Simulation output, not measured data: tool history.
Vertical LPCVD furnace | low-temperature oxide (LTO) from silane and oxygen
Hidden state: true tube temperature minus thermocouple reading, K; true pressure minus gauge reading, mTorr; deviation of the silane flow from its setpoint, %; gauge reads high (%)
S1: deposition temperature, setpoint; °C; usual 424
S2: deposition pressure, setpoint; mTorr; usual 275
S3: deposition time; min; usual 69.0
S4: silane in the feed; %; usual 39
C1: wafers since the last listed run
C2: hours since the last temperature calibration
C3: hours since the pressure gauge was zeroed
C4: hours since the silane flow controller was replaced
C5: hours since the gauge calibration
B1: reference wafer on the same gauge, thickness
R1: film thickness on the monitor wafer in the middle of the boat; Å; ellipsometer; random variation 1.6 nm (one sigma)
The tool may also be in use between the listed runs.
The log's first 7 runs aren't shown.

| run | hour | S1 | S2 | S3 | S4 | C1 | C2 | C3 | C4 | C5 | B1 | R1 |
|---|---|---|---|---|---|---|---|---|---|---|---|---|
| 8 | 84.8 | 424 | 310 | 69.0 | 39 | 338 | 1895.2 | 4388.2 | 1753.6 | 167.9 | 879.27 | 12257.1 |
|  | 122.0 | pressure gauge zeroed |
| 9 | 122.5 | 424 | 310 | 69.0 | 39 | 267 | 1932.9 | 0.5 | 1791.3 | 205.6 | 880.30 | 12240.2 |
| 10 | 127.1 | 424 | 275 | 69.0 | 39 | 89 | 1937.5 | 5.1 | 1795.9 | 210.2 | 879.68 | 10852.4 |
| 11 | 137.8 | 424 | 275 | 69.0 | 39 | 209 | 1948.2 | 15.8 | 1806.6 | 220.9 | 880.54 | 10830.3 |
| 12 | 144.7 | 424 | 275 | 69.0 | 39 | 134 | 1955.1 | 22.7 | 1813.5 | 227.8 | 880.56 | 10832.3 |
| 13 | 161.6 | 424 | 275 | 69.0 | 39 | 330 | 1972.0 | 39.6 | 1830.4 | 244.7 | 880.39 | 10843.4 |
|  | 163.8 | gauge calibrated |
| 14 | 175.4 | 424 | 275 | 69.0 | 39 | 269 | 1985.8 | 53.4 | 1844.2 | 11.6 | 879.78 | 10848.6 |
| 15 | 187.1 | 424 | 275 | 69.0 | 39 | 228 | 1997.5 | 65.1 | 1855.9 | 23.3 | 880.43 | 10824.0 |
| 16 | 202.8 | 424 | 335 | 82.0 | 39 | 306 | 2013.2 | 80.8 | 1871.6 | 39.0 | 879.91 | 15743.5 |
|  | 235.6 | silane flow controller replaced |
| 17 | 236.1 | 424 | 275 | 69.0 | 39 | 181 | 2046.5 | 114.1 | 0.5 | 72.3 | 879.80 | 11239.7 |
| 18 | 240.7 | 417 | 225 | 69.0 | 42 | 89 | 2051.1 | 118.7 | 5.1 | 76.9 | 879.92 | 9257.0 |
| 19 | 245.3 | 424 | 220 | 69.0 | 39 | 89 | 2055.7 | 123.3 | 9.7 | 81.5 | 880.76 | 8978.7 |
| 20 | 249.9 | 424 | 275 | 84.0 | 34 | 89 | 2060.3 | 127.9 | 14.3 | 86.1 | 880.10 | 11579.5 |
| 21 | 257.2 | 424 | 275 | 89.5 | 35 | 142 | 2067.6 | 135.2 | 21.6 | 93.4 | 879.93 | 12769.4 |
|  | 286.9 | thermocouples replaced and temperature profile calibrated |
| 22 | 287.4 | 432 | 275 | 69.0 | 39 | 121 | 0.5 | 165.4 | 51.8 | 123.6 | 880.11 | 11659.8 |
| 23 | 292.1 | 424 | 300 | 69.0 | 35 | 91 | 5.2 | 170.1 | 56.5 | 128.3 | 879.54 | 10293.0 |

The next listed run, before its measurement:
| 24 | 303.4 | 424 | 275 | 69.0 | 39 | 220 | 16.5 | 181.4 | 67.8 | 139.6 | ? | ? |

B1: 879.99
R1: 10759.7 Å
Without the tool's hidden state the same run would have given R1 10751.4 Å.
